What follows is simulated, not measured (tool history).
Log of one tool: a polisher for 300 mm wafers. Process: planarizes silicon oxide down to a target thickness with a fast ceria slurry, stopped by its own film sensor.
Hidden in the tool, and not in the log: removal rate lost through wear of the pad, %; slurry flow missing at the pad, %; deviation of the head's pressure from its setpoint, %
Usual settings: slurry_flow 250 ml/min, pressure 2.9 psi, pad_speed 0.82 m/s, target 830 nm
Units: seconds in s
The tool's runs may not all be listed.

run,day,slurry_flow,pressure,pad_speed,target,wafers since the last listed run,wafers polished on this pad,hours since the slurry nozzle was cleaned,hours since the head pressure was calibrated,"incoming thickness of the incoming film, nm",seconds
1,0,250,2.9,0.82,988,0,358,335.3,385.4,1482.9,39.5
2,2.021,250,2.9,0.82,830,475,834,383.8,433.9,1485.8,52.9
# day 3.854: worn pad replaced by a new one
3,4.992,250,2.9,0.82,830,660,268,455.1,505.2,1458.6,50.9
4,6.112,250,2.9,0.82,830,263,532,482,532.1,1474.3,52.9
# day 8.867: worn pad replaced by a new one
5,8.946,250,2.9,0.82,830,627,18,550,600.1,1470.2,53.9
6,10.396,250,2.9,0.82,830,341,360,584.8,634.9,1464.4,52
7,12.112,250,2.9,0.92,830,404,764,626,676.1,1450.4,47.4
8,13.725,250,2.9,0.92,830,379,1143,664.7,714.8,1495.4,50.6
# day 14.333: slurry nozzle cleaned
# day 14.783: worn pad replaced by a new one
9,16.417,250,2.1,1.08,972,584,384,50,779.4,1505.2,44.3
10,18.492,175,2.9,0.94,830,488,872,99.8,829.2,1482.8,48.9
11,20.404,250,2.9,0.82,830,450,1322,145.7,875.1,1455.7,50.2
# day 20.879: worn pad replaced by a new one
# day 21.162: head pressure recalibrated
12,22.067,250,2.9,1.06,830,332,259,185.6,21.7,1498.6,41.5
13,24.096,250,2.9,0.68,830,477,737,234.3,70.4,1489.4,62.5
14,25.454,250,2.5,0.82,830,319,1057,266.9,103,1488.2,60.1
15,26.592,250,2.5,1,736,267,1325,294.2,130.3,1477,57.8
# day 26.892: worn pad replaced by a new one
16,29.112,250,2.9,0.74,830,554,522,354.7,190.8,1493.5,58.2

Hidden state at the last listed run before each entry between runs and at the first one after, where it differs:
Between runs 2 and 3: worn pad replaced by a new one (day 3.854)
  slurry flow missing at the pad, %: 24.2 -> 28.2
  measured less the result without the state, seconds: +2 -> +2.4 s
Between runs 4 and 5: worn pad replaced by a new one (day 8.867)
  slurry flow missing at the pad, %: 29.7 -> 33.4
  measured less the result without the state, seconds: +2.7 -> +3.2 s
Between runs 8 and 9: slurry nozzle cleaned (day 14.333); worn pad replaced by a new one (day 14.783)
  slurry flow missing at the pad, %: 39.8 -> 6.98
  measured less the result without the state, seconds: +4 -> +0.4 s
Between runs 11 and 12: worn pad replaced by a new one (day 20.879); head pressure recalibrated (day 21.162)
  slurry flow missing at the pad, %: 12.3 -> 14.5
  measured less the result without the state, seconds: +0.8 -> +0.8 s
Between runs 15 and 16: worn pad replaced by a new one (day 26.892)
  slurry flow missing at the pad, %: 20.5 -> 23.9
  measured less the result without the state, seconds: +1.8 -> +2.1 s
